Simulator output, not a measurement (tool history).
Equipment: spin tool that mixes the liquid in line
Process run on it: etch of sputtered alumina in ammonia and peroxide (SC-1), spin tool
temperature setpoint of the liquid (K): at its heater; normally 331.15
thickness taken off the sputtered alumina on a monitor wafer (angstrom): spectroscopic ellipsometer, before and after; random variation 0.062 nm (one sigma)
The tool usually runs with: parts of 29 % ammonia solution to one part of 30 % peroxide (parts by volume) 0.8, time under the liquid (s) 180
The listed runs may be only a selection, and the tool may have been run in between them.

| run | day | temperature setpoint of the liquid (K) | parts of 29 % ammonia solution to one part of 30 % peroxide (parts by volume) | time under the liquid (s) | read-back film thickness of the sputtered alumina reference wafer, read on the same gauge (nm) | thickness taken off the sputtered alumina on a monitor wafer (angstrom) |
|---|---|---|---|---|---|---|
| 1 | 0 | 331.15 | 0.8 | 180 | 90 | 164.1 |
| 2 | 0.292 | 331.15 | 0.5 | 180 | 90 | 157.6 |
| 3 | 0.758 | 331.15 | 0.5 | 180 | 90.01 | 157.5 |
| 4 | 1.075 | 331.15 | 0.8 | 255 | 89.99 | 232.5 |
| 5 | 1.492 | 331.15 | 0.8 | 255 | 90 | 231.7 |
| 6 | 2.062 | 331.15 | 0.8 | 255 | 90 | 230 |
| 7 | 4.05 | 331.15 | 0.8 | 180 | 89.99 | 163.3 |
| 8 | 4.458 | 335.15 | 0.8 | 180 | 89.99 | 200.1 |
|  | 4.829 | new drum of ammonia solution connected |
|  | 5.896 | gauge calibrated |
|  | 6.117 | heated supply line repaired |
|  | 6.312 | thermometer replaced |
|  | 6.521 | ammonia flow meter replaced |
| 9 | 6.629 | 331.15 | 0.8 | 180 | 90.01 | 154.1 |
| 10 | 6.912 | 331.15 | 0.65 | 180 | 90 | 150.2 |
| 11 | 7.229 | 331.15 | 0.65 | 180 | 89.99 | 150.1 |
| 12 | 7.946 | 331.15 | 0.65 | 180 | 89.99 | 149.5 |
| 13 | 8.417 | 331.15 | 0.8 | 255 | 90.01 | 216.2 |
| 14 | 8.75 | 331.15 | 0.8 | 180 | 90.01 | 152.8 |
| 15 | 9.488 | 335.15 | 0.8 | 140 | 89.97 | 146.1 |
|  | 9.838 | thermometer replaced, repeated, since the last time left the tool worse |
| 16 | 10.158 | 331.15 | 1.1 | 100 | 90 | 98.5 |
| 17 | 10.588 | 334.65 | 0.8 | 80 | 90.02 | 91.3 |
| 18 | 10.958 | 324.65 | 0.5 | 225 | 90.02 | 145.1 |
| 19 | 11.296 | 338.65 | 0.65 | 130 | 90 | 178.5 |
| 20 | 11.942 | 326.65 | 0.8 | 180 | 89.99 | 134.9 |
| 21 | 12.562 | 323.15 | 0.55 | 245 | 90 | 145.1 |
| 22 | 12.996 | 331.15 | 1.2 | 180 | 90.01 | 178.8 |
| 23 | 13.321 | 331.15 | 1.05 | 180 | 90 | 173.9 |
| 24 | 13.642 | 331.15 | 0.8 | 180 | 90.01 | 170.7 |
| 25 | 14.183 | 323.65 | 1.1 | 180 | 89.99 | 117 |
| 26 | 14.671 | 325.15 | 1 | 150 | 89.99 | 105.4 |

3 options for the next run, each taken on its own from the tool as it stands now. Forecast them:
| A | 14.692 | 331.15 | 0.8 | 275 | ? | ? |
| B | 14.692 | 331.15 | 0.4 | 110 | ? | ? |
| C | 14.692 | 335.15 | 1.05 | 215 | ? | ? |

| run | read-back film thickness of the sputtered alumina reference wafer, read on the same gauge (nm) | thickness taken off the sputtered alumina on a monitor wafer (angstrom) |
|---|---|---|
| A | 89.99 | 260.4 |
| B | 89.99 | 97.5 |
| C | 89.99 | 256.7 |
With the hidden condition removed and each run's random variation left untouched, the same runs would have given:
| run | thickness taken off the sputtered alumina on a monitor wafer (angstrom) |
|---|---|
| A | 265.9 |
| B | 99.6 |
| C | 261.9 |

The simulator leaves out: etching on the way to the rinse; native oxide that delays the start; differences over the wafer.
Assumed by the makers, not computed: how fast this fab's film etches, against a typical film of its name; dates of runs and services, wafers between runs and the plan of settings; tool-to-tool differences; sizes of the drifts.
